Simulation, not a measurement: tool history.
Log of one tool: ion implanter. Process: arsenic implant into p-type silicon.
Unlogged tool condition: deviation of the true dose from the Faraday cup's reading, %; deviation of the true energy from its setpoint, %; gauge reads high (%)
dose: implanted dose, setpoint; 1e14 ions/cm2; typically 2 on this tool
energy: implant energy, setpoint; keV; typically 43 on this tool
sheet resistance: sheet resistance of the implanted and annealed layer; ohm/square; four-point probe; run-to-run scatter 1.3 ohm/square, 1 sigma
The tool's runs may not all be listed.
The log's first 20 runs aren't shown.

| run | hour | dose | energy | wafers since the last listed run | hours since the last dose calibration | hours since the extraction supply was calibrated | hours since the gauge calibration | read-back reference wafer on the same gauge, sheet resistance | sheet resistance |
|---|---|---|---|---|---|---|---|---|---|
| 21 | 483 | 2.49 | 51.5 | 801 | 2187 | 213.6 | 1340.5 | 472.65 | 315.87 |
|  | 484.8 | gauge calibrated |
| 22 | 504.5 | 2.51 | 52 | 404 | 2208.5 | 235.1 | 19.7 | 473.26 | 313.8 |
| 23 | 540.2 | 2 | 43 | 672 | 2244.2 | 270.8 | 55.4 | 473.14 | 378.95 |
| 24 | 572.2 | 1.76 | 32.5 | 602 | 2276.2 | 302.8 | 87.4 | 473.54 | 434.94 |
| 25 | 592.6 | 1.4 | 43 | 384 | 2296.6 | 323.2 | 107.8 | 472.97 | 485.91 |
| 26 | 609.4 | 2 | 43 | 316 | 2313.4 | 340 | 124.6 | 473.01 | 375.87 |
| 27 | 654.5 | 2 | 43 | 848 | 2358.5 | 385.1 | 169.7 | 473.31 | 375.28 |
| 28 | 670.2 | 2.26 | 37.5 | 295 | 2374.2 | 400.8 | 185.4 | 472.84 | 355.94 |
|  | 682 | Faraday cup replaced and dose calibrated |
| 29 | 691.3 | 1.42 | 57 | 246 | 9.3 | 421.9 | 206.5 | 472.63 | 480.43 |
| 30 | 717 | 2 | 43 | 483 | 35 | 447.6 | 232.2 | 473 | 395.06 |
| 31 | 736.4 | 2.45 | 49 | 365 | 54.4 | 467 | 251.6 | 472.93 | 337.19 |
| 32 | 753.9 | 1.51 | 49 | 329 | 71.9 | 484.5 | 269.1 | 473.07 | 474.63 |
| 33 | 772.5 | 2 | 48 | 350 | 90.5 | 503.1 | 287.7 | 472.68 | 389.45 |
| 34 | 784.6 | 2 | 43 | 227 | 102.6 | 515.2 | 299.8 | 473.55 | 395.17 |
| 35 | 797.2 | 1.62 | 35.5 | 237 | 115.2 | 527.8 | 312.4 | 473.1 | 478.17 |
| 36 | 831.7 | 1.62 | 35.5 | 649 | 149.7 | 562.3 | 346.9 | 473.14 | 478.34 |
| 37 | 852.5 | 2 | 43 | 391 | 170.5 | 583.1 | 367.7 | 473.05 | 399.52 |
| 38 | 883.1 | 2 | 48 | 576 | 201.1 | 613.7 | 398.3 | 472.82 | 389.04 |

Alternative continuations, all from the tool just after run 38; predict every row:
| A | 883.5 | 2 | 43 | 7 | 201.5 | 614.1 | 398.7 | ? | ? |
| B | 883.5 | 1.82 | 31.5 | 7 | 201.5 | 614.1 | 398.7 | ? | ? |
| C | 883.5 | 1.6 | 53.5 | 7 | 201.5 | 614.1 | 398.7 | ? | ? |

| run | read-back reference wafer on the same gauge, sheet resistance | sheet resistance |
|---|---|---|
| A | 473.15 | 394.48 |
| B | 473.15 | 444.11 |
| C | 473.15 | 443.68 |
Stripped of hidden state, with their random variation kept, the same runs would have yielded:
| run | sheet resistance |
|---|---|
| A | 393.35 |
| B | 442.83 |
| C | 442.46 |

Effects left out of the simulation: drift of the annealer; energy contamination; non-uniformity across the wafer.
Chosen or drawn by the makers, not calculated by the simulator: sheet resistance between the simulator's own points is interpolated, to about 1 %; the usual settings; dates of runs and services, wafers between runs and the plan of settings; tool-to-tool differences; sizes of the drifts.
